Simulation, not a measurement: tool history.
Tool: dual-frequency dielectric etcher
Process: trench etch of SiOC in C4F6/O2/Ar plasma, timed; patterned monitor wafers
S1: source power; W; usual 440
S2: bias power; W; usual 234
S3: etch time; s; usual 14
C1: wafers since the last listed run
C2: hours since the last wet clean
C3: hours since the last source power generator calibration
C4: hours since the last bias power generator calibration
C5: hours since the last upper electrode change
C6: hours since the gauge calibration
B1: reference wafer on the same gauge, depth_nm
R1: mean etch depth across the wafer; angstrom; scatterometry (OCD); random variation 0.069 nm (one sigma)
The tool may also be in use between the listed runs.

run	day	S1	S2	S3	C1	C2	C3	C4	C5	C6	B1	R1
1	0	440	234	14	0	367.4	3223.9	4763.7	2888	581.4	27.41	314
2	0.938	440	234	14	496	389.9	3246.4	4786.2	2910.5	603.9	27.39	314.7
# day 2.408: wet clean of the chamber
3	2.429	440	234	14	260	0.5	3282.2	4822	2946.3	639.7	27.4	313.6
4	2.667	440	234	14	125	6.2	3287.9	4827.7	2952	645.4	27.41	314.6
5	3.367	440	234	14	370	23	3304.7	4844.5	2968.8	662.2	27.39	314.5
6	4.804	440	234	12	761	57.5	3339.2	4879	3003.3	696.7	27.4	269.4
# day 5.471: source power generator calibrated
7	5.621	440	234	12	344	77.1	3.6	4898.6	3022.9	716.3	27.41	269.6
8	9.617	440	234	14	2115	173	99.5	4994.5	3118.8	812.2	27.39	313.9
# day 10.129: bias power generator calibrated
9	10.483	490	291	14	370	193.8	120.3	8.5	3139.6	833	27.38	344.4
# day 10.558: gauge calibrated
10	11.633	380	234	10	608	221.4	147.9	36.1	3167.2	25.8	27.4	211.5
# day 12.696: upper electrode replaced
11	12.779	440	234	14	77	248.9	175.4	63.6	2	53.3	27.39	313.8
12	13.521	440	234	14	392	266.7	193.2	81.4	19.8	71.1	27.39	313.3
13	14.525	440	177	17	531	290.8	217.3	105.5	43.9	95.2	27.39	360.9
14	15.267	510	257	17	392	308.6	235.1	123.3	61.7	113	27.39	413.6
# day 16.938: wet clean of the chamber
15	16.958	440	234	16.5	366	0.5	275.7	163.9	102.3	153.6	27.41	369.8
16	17.338	340	234	14	200	9.6	284.8	173	111.4	162.7	27.41	281.7
17	18.754	370	234	17.5	750	43.6	318.8	207	145.4	196.7	27.41	365.9
18	19.258	540	213	12	266	55.7	330.9	219.1	157.5	208.8	27.4	287
19	20.438	440	234	14	624	84	359.2	247.4	185.8	237.1	27.38	314.8
20	21.15	470	192	16	377	101.1	376.3	264.5	202.9	254.2	27.4	354.5
21	22.308	390	279	17	613	128.9	404.1	292.3	230.7	282	27.4	377.4
22	23.121	510	257	17	430	148.4	423.6	311.8	250.2	301.5	27.4	412.5
23	26.229	440	193	14	1645	223	498.2	386.4	324.8	376.1	27.39	303
24	27.304	550	188	10.5	569	248.8	524	412.2	350.6	401.9	27.4	247.1
25	27.825	470	194	17.5	275	261.3	536.5	424.7	363.1	414.4	27.4	389
26	28.892	500	219	14	564	286.9	562.1	450.3	388.7	440	27.38	325.9
27	30.188	480	256	16	686	318	593.2	481.4	419.8	471.1	27.4	379.4
# day 31.725: wet clean of the chamber
28	31.746	520	264	15.5	295	0.5	630.6	518.8	457.2	508.5	27.42	380.7
29	32.004	440	234	15	136	6.7	636.8	525	463.4	514.7	27.4	337.1

The tool's hidden state at each run:
etch rate over this chamber's usual, %: 0 in every run
source power that arrives over what is set, %: 0 in every run
bias power that arrives over what is set, %: 0 in every run
gauge reads high (%): 0 in every run
